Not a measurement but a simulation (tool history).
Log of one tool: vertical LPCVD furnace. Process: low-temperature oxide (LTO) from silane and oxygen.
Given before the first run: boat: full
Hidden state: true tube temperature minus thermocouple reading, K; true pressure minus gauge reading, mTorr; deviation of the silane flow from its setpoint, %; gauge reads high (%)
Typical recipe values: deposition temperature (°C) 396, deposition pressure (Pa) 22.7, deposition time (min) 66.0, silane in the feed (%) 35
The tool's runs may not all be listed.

run	hour	deposition temperature (°C)	deposition pressure (Pa)	deposition time (min)	silane in the feed (%)	wafers since the last listed run	hours since the last temperature calibration	hours since the pressure gauge was zeroed	hours since the silane flow controller was replaced	hours since the gauge calibration	read-back reference wafer on the same gauge, thickness	film thickness on the monitor wafer in the middle of the boat (Å)
1	0.0	405	22.7	66.0	35	0	4012.9	4032.7	5400.9	205.2	366.91	4350.1
2	18.4	396	22.7	66.0	38	266	4031.3	4051.1	5419.3	223.6	367.02	4366.1
3	40.3	396	22.7	66.0	35	317	4053.2	4073.0	5441.2	245.5	366.88	3908.1
# hour 43.9: gauge calibrated
4	75.2	396	22.7	66.0	35	505	4088.1	4107.9	5476.1	31.3	366.99	3922.7
5	96.8	396	22.7	66.0	35	312	4109.7	4129.5	5497.7	52.9	366.96	3911.0
6	130.2	396	22.7	66.0	35	483	4143.1	4162.9	5531.1	86.3	366.94	3923.9
# hour 178.8: thermocouples replaced and temperature profile calibrated
7	179.3	396	22.7	66.0	35	363	0.5	4212.0	5580.2	135.4	366.98	3922.4
8	190.2	396	22.7	66.0	31	157	11.4	4222.9	5591.1	146.3	367.06	3307.7
9	207.4	396	22.7	66.0	31	248	28.6	4240.1	5608.3	163.5	367.01	3292.4
10	227.4	401	22.7	45.5	35	289	48.6	4260.1	5628.3	183.5	366.95	2864.0
11	242.2	396	20.7	66.0	41	214	63.4	4274.9	5643.1	198.3	366.86	4342.0
# hour 275.7: silane flow controller replaced
# hour 296.1: gauge calibrated
12	329.4	402	28.0	76.5	39	914	150.6	4362.1	53.7	33.3	366.92	6953.8
# hour 356.5: pressure gauge zeroed
13	357.0	396	22.7	66.0	31	52	178.2	0.5	81.3	60.9	366.97	3433.1
14	362.7	406	21.3	66.0	35	82	183.9	6.2	87.0	66.6	366.99	4292.5
15	392.9	396	22.7	40.5	32	437	214.1	36.4	117.2	96.8	366.89	2202.0
16	419.1	396	22.7	66.0	35	379	240.3	62.6	143.4	123.0	366.86	4068.9
17	439.0	407	27.3	91.0	29	288	260.2	82.5	163.3	142.9	366.99	5894.3
18	454.6	396	22.7	66.0	31	225	275.8	98.1	178.9	158.5	367.04	3432.6
19	486.4	396	22.7	66.0	35	460	307.6	129.9	210.7	190.3	367.08	4066.8

Predict each of these 4 candidate next runs independently; none follows another, all start after run 19:
A	491.9	391	22.7	66.0	35	79	313.1	135.4	216.2	195.8	?	?
B	491.9	406	20.0	92.0	38	79	313.1	135.4	216.2	195.8	?	?
C	491.9	400	17.3	85.5	39	79	313.1	135.4	216.2	195.8	?	?
D	491.9	406	22.7	66.0	35	79	313.1	135.4	216.2	195.8	?	?

run	read-back reference wafer on the same gauge, thickness	film thickness on the monitor wafer in the middle of the boat (Å)
A	367.00	3828.0
B	367.00	6215.8
C	367.00	4837.3
D	367.00	4550.7
With the hidden condition removed and each run's random variation left untouched, the same runs would have given:
run	film thickness on the monitor wafer in the middle of the boat (Å)
A	3829.5
B	6218.7
C	4839.8
D	4552.6

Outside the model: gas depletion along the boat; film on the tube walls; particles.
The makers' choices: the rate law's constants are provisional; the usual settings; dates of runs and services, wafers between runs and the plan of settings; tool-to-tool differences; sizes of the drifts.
